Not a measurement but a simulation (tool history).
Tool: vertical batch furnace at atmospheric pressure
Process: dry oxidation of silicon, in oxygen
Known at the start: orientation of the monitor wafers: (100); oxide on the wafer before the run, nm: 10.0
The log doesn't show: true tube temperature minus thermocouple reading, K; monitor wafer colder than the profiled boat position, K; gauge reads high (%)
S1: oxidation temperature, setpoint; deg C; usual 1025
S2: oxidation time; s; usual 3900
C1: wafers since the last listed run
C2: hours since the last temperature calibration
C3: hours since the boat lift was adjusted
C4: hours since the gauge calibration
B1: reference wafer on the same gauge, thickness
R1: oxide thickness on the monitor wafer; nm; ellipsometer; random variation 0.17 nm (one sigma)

| run | day | S1 | S2 | C1 | C2 | C3 | C4 | B1 | R1 |
|---|---|---|---|---|---|---|---|---|---|
| 1 | 0 | 1034 | 3900 | 0 | 1071.9 | 2646.7 | 197.2 | 66.61 | 71.16 |
| 2 | 1.025 | 1034 | 3900 | 333 | 1096.5 | 2671.3 | 221.8 | 66.64 | 71.61 |
| 3 | 2.362 | 1025 | 3900 | 434 | 1128.6 | 2703.4 | 253.9 | 66.6 | 65.57 |
| 4 | 3.65 | 1025 | 3900 | 418 | 1159.5 | 2734.3 | 284.8 | 66.6 | 66.11 |
| 5 | 6.075 | 1025 | 3900 | 788 | 1217.7 | 2792.5 | 343 | 66.53 | 66.66 |
| 6 | 8.425 | 1025 | 3900 | 763 | 1274.1 | 2848.9 | 399.4 | 66.64 | 66.29 |
| 7 | 9.567 | 1025 | 3120 | 371 | 1301.5 | 2876.3 | 426.8 | 66.6 | 57.77 |
| 8 | 11.842 | 1016 | 4890 | 739 | 1356.1 | 2930.9 | 481.4 | 66.62 | 71.49 |
|  | 12.154 | gauge calibrated |
| 9 | 14.575 | 1001 | 5310 | 888 | 1421.7 | 2996.5 | 58.1 | 66.53 | 65.55 |
| 10 | 17.35 | 1025 | 3900 | 901 | 1488.3 | 3063.1 | 124.7 | 66.6 | 66.75 |
|  | 19.217 | thermocouples replaced and temperature profile calibrated |
|  | 20.421 | boat lift adjusted |
| 11 | 25.658 | 1025 | 3900 | 2050 | 154.6 | 125.7 | 324.1 | 66.52 | 64.01 |
| 12 | 26.971 | 1005 | 5040 | 426 | 186.1 | 157.2 | 355.6 | 66.55 | 63.07 |
| 13 | 28.579 | 1025 | 2280 | 522 | 224.7 | 195.8 | 394.2 | 66.61 | 46.71 |
| 14 | 29.729 | 1025 | 3900 | 373 | 252.3 | 223.4 | 421.8 | 66.58 | 63.95 |
|  | 31.946 | gauge calibrated |
| 15 | 32.175 | 1006 | 2910 | 795 | 311 | 282.1 | 5.5 | 66.6 | 45.15 |

4 ways to go on from here, each from the tool as it stands after run 15. What would each give?
| A | 32.404 | 1025 | 3900 | 74 | 316.5 | 287.6 | 11 | ? | ? |
| B | 32.404 | 1025 | 2250 | 74 | 316.5 | 287.6 | 11 | ? | ? |
| C | 32.404 | 1036 | 4980 | 74 | 316.5 | 287.6 | 11 | ? | ? |
| D | 32.404 | 1025 | 3360 | 74 | 316.5 | 287.6 | 11 | ? | ? |

| run | B1 | R1 |
|---|---|---|
| A | 66.57 | 64.2 |
| B | 66.57 | 46.12 |
| C | 66.57 | 82.42 |
| D | 66.57 | 58.52 |
Without the tool's hidden state the same runs would have given:
| run | R1 |
|---|---|
| A | 64.04 |
| B | 46.01 |
| C | 82.22 |
| D | 58.37 |

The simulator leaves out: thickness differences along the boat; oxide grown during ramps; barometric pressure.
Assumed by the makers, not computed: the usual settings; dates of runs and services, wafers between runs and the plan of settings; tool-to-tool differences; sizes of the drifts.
